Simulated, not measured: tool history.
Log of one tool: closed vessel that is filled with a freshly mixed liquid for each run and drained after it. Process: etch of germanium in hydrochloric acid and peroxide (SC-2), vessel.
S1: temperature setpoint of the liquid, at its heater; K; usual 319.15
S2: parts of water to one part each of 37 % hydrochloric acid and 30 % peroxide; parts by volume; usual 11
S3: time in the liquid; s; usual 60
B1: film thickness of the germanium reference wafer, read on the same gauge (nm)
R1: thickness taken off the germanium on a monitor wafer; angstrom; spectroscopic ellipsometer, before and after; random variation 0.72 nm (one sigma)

{"run": 1, "hour": 0.0, "S1": 321.15, "S2": 11, "S3": 60, "B1": 130.01, "R1": 1041.2}
{"run": 2, "hour": 17.4, "S1": 321.15, "S2": 11, "S3": 60, "B1": 129.99, "R1": 1048.7}
{"run": 3, "hour": 45.1, "S1": 321.15, "S2": 11, "S3": 60, "B1": 129.98, "R1": 1044.7}
{"run": 4, "hour": 77.3, "S1": 319.15, "S2": 11, "S3": 60, "B1": 129.98, "R1": 986.8}
{"run": 5, "hour": 107.6, "S1": 319.15, "S2": 11, "S3": 60, "B1": 129.99, "R1": 980.6}
{"run": 6, "hour": 142.2, "S1": 319.15, "S2": 11, "S3": 60, "B1": 130.03, "R1": 980}
{"run": 7, "hour": 155.6, "S1": 319.15, "S2": 11, "S3": 60, "B1": 129.98, "R1": 973.8}
{"run": 8, "hour": 185.3, "S1": 319.15, "S2": 11, "S3": 60, "B1": 130.02, "R1": 988.6}
{"run": 9, "hour": 210.2, "S1": 319.15, "S2": 11, "S3": 60, "B1": 130.01, "R1": 980.2}
{"run": 10, "hour": 224.0, "S1": 319.15, "S2": 11, "S3": 60, "B1": 130, "R1": 981.9}
{"run": 11, "hour": 243.2, "S1": 319.15, "S2": 11, "S3": 60, "B1": 129.96, "R1": 977.8}
{"run": 12, "hour": 270.5, "S1": 326.65, "S2": 11, "S3": 60, "B1": 129.98, "R1": 1242.1}
{"run": 13, "hour": 301.9, "S1": 323.65, "S2": 11, "S3": 90, "B1": 129.94, "R1": 1692.4}
{"run": 14, "hour": 322.3, "S1": 319.15, "S2": 11, "S3": 60, "B1": 130.02, "R1": 982.2}
{"run": 15, "hour": 355.7, "S1": 319.15, "S2": 9, "S3": 60, "B1": 130, "R1": 1013.1}
{"run": 16, "hour": 377.7, "S1": 319.15, "S2": 8.5, "S3": 60, "B1": 130.01, "R1": 996.6}
{"run": 17, "hour": 403.5, "S1": 313.15, "S2": 11, "S3": 40, "B1": 129.97, "R1": 532.7}
{"run": 18, "hour": 438.7, "S1": 326.15, "S2": 11, "S3": 60, "B1": 130.05, "R1": 1236.5}
{"run": 19, "hour": 474.0, "S1": 319.15, "S2": 16, "S3": 60, "B1": 130, "R1": 921.9}
{"run": 20, "hour": 507.4, "S1": 319.15, "S2": 11, "S3": 60, "B1": 130, "R1": 983.5}
{"run": 21, "hour": 523.7, "S1": 319.15, "S2": 9.5, "S3": 70, "B1": 130, "R1": 1150.1}
{"run": 22, "hour": 546.0, "S1": 319.15, "S2": 6.5, "S3": 35, "B1": 129.98, "R1": 592.2}

Not shown: 5 entries that the log had between the listed runs. Between which runs, and how does the tool's hidden state differ before and after?
Between runs 4 and 5: gauge calibrated (hour 81.4)
  no hidden state differs between the two runs
Between runs 7 and 8: new drum of peroxide connected (hour 168.5)
  no hidden state differs between the two runs
Between runs 12 and 13: thermometer replaced (hour 297.7)
  no hidden state differs between the two runs
Between runs 15 and 16: chemicals flow meter replaced (hour 359.1); gauge calibrated (hour 372.8)
  no hidden state differs between the two runs
